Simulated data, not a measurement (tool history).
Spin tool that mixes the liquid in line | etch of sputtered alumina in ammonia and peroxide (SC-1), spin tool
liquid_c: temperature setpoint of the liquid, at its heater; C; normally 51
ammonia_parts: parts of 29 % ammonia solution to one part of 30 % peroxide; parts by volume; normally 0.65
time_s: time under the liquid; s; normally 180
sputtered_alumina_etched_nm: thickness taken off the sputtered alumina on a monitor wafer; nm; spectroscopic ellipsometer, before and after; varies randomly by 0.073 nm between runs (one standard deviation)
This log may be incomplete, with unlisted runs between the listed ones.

| run | day | liquid_c | ammonia_parts | time_s | read-back film thickness of the sputtered alumina reference wafer, read on the same gauge (nm) | sputtered_alumina_etched_nm |
|---|---|---|---|---|---|---|
| 1 | 0 | 51 | 0.65 | 180 | 120 | 6.98 |
| 2 | 0.317 | 51 | 0.65 | 180 | 120.07 | 6.87 |
| 3 | 0.988 | 51 | 0.65 | 180 | 119.99 | 6.96 |
| 4 | 1.246 | 42.5 | 0.75 | 245 | 120.07 | 5.94 |
| 5 | 1.646 | 54.5 | 0.65 | 180 | 120.01 | 8.39 |
| 6 | 2.112 | 54.5 | 0.35 | 125 | 119.98 | 5.41 |
|  | 2.175 | thermometer replaced |
|  | 2.183 | new drum of ammonia solution connected |
| 7 | 2.579 | 47 | 0.65 | 145 | 119.98 | 4.46 |
| 8 | 2.842 | 51 | 0.65 | 180 | 119.99 | 6.82 |
| 9 | 3.238 | 47.5 | 0.55 | 150 | 120.07 | 4.71 |
| 10 | 3.692 | 41.5 | 0.85 | 180 | 120.01 | 4.06 |
| 11 | 4.338 | 51 | 0.65 | 255 | 120.04 | 9.84 |
| 12 | 5.029 | 51 | 0.65 | 180 | 119.95 | 6.86 |
|  | 5.088 | gauge calibrated |
| 13 | 5.379 | 41 | 0.8 | 225 | 120.04 | 4.85 |
| 14 | 5.942 | 51 | 0.65 | 180 | 120.03 | 6.86 |
| 15 | 6.525 | 51 | 0.8 | 180 | 120.01 | 6.87 |
| 16 | 7.171 | 45.5 | 0.8 | 180 | 120 | 5.03 |
|  | 7.233 | heated supply line repaired |
| 17 | 7.883 | 41 | 0.65 | 240 | 120.01 | 5.92 |
| 18 | 8.138 | 51 | 0.65 | 180 | 120.02 | 7.7 |
| 19 | 8.667 | 54 | 0.45 | 245 | 119.93 | 12 |
| 20 | 9.121 | 51 | 0.35 | 180 | 119.97 | 7.33 |
| 21 | 9.45 | 51 | 0.65 | 180 | 119.97 | 7.79 |
| 22 | 9.971 | 41 | 0.65 | 180 | 119.98 | 4.37 |
| 23 | 10.629 | 58.5 | 0.4 | 90 | 119.98 | 5.53 |
| 24 | 11.142 | 44.5 | 0.65 | 260 | 120.03 | 7.89 |
| 25 | 13.312 | 56.5 | 0.65 | 180 | 119.98 | 10.42 |

Below are 4 alternative next runs, each starting from the tool's condition after run 25. Predict each:
| A | 13.333 | 51 | 0.5 | 180 | ? | ? |
| B | 13.333 | 56 | 0.8 | 180 | ? | ? |
| C | 13.333 | 45.5 | 0.65 | 235 | ? | ? |
| D | 13.333 | 43.5 | 0.65 | 100 | ? | ? |

| run | read-back film thickness of the sputtered alumina reference wafer, read on the same gauge (nm) | sputtered_alumina_etched_nm |
|---|---|---|
| A | 120.02 | 7.42 |
| B | 120.02 | 10.17 |
| C | 120.02 | 7.3 |
| D | 120.02 | 2.77 |
Had the tool no hidden state, the same runs would have come out as:
| run | sputtered_alumina_etched_nm |
|---|---|
| A | 7.75 |
| B | 10.6 |
| C | 7.64 |
| D | 2.9 |

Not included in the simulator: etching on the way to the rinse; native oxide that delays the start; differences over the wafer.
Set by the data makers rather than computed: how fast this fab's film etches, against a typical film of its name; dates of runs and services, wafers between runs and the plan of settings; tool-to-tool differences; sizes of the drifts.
